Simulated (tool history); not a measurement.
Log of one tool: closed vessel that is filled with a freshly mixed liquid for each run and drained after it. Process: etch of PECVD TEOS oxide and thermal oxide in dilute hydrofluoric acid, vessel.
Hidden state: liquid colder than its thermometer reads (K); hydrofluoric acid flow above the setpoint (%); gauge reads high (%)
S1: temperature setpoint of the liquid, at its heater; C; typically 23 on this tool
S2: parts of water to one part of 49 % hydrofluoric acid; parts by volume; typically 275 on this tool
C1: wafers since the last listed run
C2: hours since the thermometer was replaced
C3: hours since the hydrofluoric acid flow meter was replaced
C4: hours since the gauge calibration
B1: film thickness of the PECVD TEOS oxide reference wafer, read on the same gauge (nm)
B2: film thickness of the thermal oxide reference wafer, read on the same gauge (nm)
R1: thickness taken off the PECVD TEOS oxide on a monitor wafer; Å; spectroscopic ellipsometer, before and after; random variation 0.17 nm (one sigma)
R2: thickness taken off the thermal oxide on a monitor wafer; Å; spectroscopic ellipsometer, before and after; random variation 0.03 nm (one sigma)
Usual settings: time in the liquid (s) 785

Run 1, hour 0: usual settings but S2 235 parts by volume; C1 0; C2 1609.7; C3 658.5; C4 183.4; B1 109.96; B2 120.01. Result: R1 515.7 Å, R2 116 Å.
Run 2, hour 42: usual settings but S1 19.5 C; C1 2441; C2 1651.7; C3 700.5; C4 225.4; B1 110.02; B2 119.97. Result: R1 369.2 Å, R2 83.9 Å.
Run 3, hour 125.2: usual settings but S1 19.5 C; C1 4836; C2 1734.9; C3 783.7; C4 308.6; B1 110; B2 120.02. Result: R1 368.8 Å, R2 83.7 Å.
Run 4, hour 175.2: usual settings; C1 2906; C2 1784.9; C3 833.7; C4 358.6; B1 110; B2 120. Result: R1 418.7 Å, R2 94.9 Å.
Run 5, hour 233.4: usual settings; C1 3383; C2 1843.1; C3 891.9; C4 416.8; B1 110.04; B2 120.01. Result: R1 417.3 Å, R2 94.9 Å.
Run 6, hour 265.7: usual settings; C1 1877; C2 1875.4; C3 924.2; C4 449.1; B1 109.99; B2 119.99. Result: R1 421.5 Å, R2 94.8 Å.
Run 7, hour 329.1: usual settings; C1 3685; C2 1938.8; C3 987.6; C4 512.5; B1 109.99; B2 120. Result: R1 420.5 Å, R2 94.6 Å.
At hour 337: gauge calibrated.
Run 8, hour 379: usual settings but S1 25 C; C1 2900; C2 1988.7; C3 1037.5; C4 42; B1 109.96; B2 120.04. Result: R1 449.2 Å, R2 101.6 Å.
Run 9, hour 441.9: usual settings but S1 25 C; C1 3656; C2 2051.6; C3 1100.4; C4 104.9; B1 109.98; B2 120. Result: R1 445.8 Å, R2 101.5 Å.
Run 10, hour 466.1: usual settings but S1 20.5 C; C1 1406; C2 2075.8; C3 1124.6; C4 129.1; B1 110.01; B2 120. Result: R1 378.1 Å, R2 85.7 Å.
At hour 486.7: thermometer replaced.
At hour 602.5: hydrofluoric acid flow meter replaced.
At hour 659.3: thermometer replaced, repeated, since the last time left the tool worse.
Run 11, hour 674.3: usual settings; C1 11927; C2 15; C3 71.8; C4 337.3; B1 110.01; B2 120. Result: R1 441.3 Å, R2 100.5 Å.
Run 12, hour 758.9: usual settings but time in the liquid (s) 460; C1 4917; C2 99.6; C3 156.4; C4 421.9; B1 110.03; B2 120.01. Result: R1 259.7 Å, R2 58.8 Å.
Run 13, hour 826.4: usual settings but S1 21.5 C, S2 190 parts by volume, time in the liquid (s) 445; C1 3923; C2 167.1; C3 223.9; C4 489.4; B1 109.98; B2 120.01. Result: R1 371.1 Å, R2 84.2 Å.
Run 14, hour 884.8: usual settings but S1 19.5 C, S2 330 parts by volume; C1 3394; C2 225.5; C3 282.3; C4 547.8; B1 109.99; B2 120.01. Result: R1 308.4 Å, R2 69.6 Å.
Run 15, hour 916.2: usual settings but S1 19 C, time in the liquid (s) 1250; C1 1825; C2 256.9; C3 313.7; C4 579.2; B1 109.99; B2 120.03. Result: R1 605.8 Å, R2 136.9 Å.
At hour 930.4: gauge calibrated.
Run 16, hour 987.3: usual settings but S2 310 parts by volume; C1 4132; C2 328; C3 384.8; C4 56.9; B1 109.98; B2 120.01. Result: R1 375.6 Å, R2 85.1 Å.
Run 17, hour 1049.5: usual settings; C1 3615; C2 390.2; C3 447; C4 119.1; B1 110.01; B2 120. Result: R1 439.8 Å, R2 99.3 Å.
Run 18, hour 1089.1: usual settings but S1 19.5 C, S2 195 parts by volume, time in the liquid (s) 565; C1 2301; C2 429.8; C3 486.6; C4 158.7; B1 110.03; B2 120.01. Result: R1 419.1 Å, R2 95.2 Å.

3 ways to go on from here, each from the tool as it stands after run 18. What would each give?
Run A, hour 1090: usual settings but S2 410 parts by volume; C1 52; C2 430.7; C3 487.5; C4 159.6; B1 ?; B2 ?. Result: R1 ?, R2 ?.
Run B, hour 1090: usual settings but S1 19 C, time in the liquid (s) 570; C1 52; C2 430.7; C3 487.5; C4 159.6; B1 ?; B2 ?. Result: R1 ?, R2 ?.
Run C, hour 1090: usual settings but S1 24.5 C, S2 190 parts by volume, time in the liquid (s) 615; C1 52; C2 430.7; C3 487.5; C4 159.6; B1 ?; B2 ?. Result: R1 ?, R2 ?.

run      B1   B2     R1     R2
  A  110.04  120  259.2   58.6
  B  110.04  120    274     62
  C  110.04  120  571.1  129.2
The same runs, with their run-to-run variation unchanged, on a tool lacking any hidden condition would have given:
run     R1    R2
  A  262.4  59.4
  B  277.8  62.9
  C    579   131
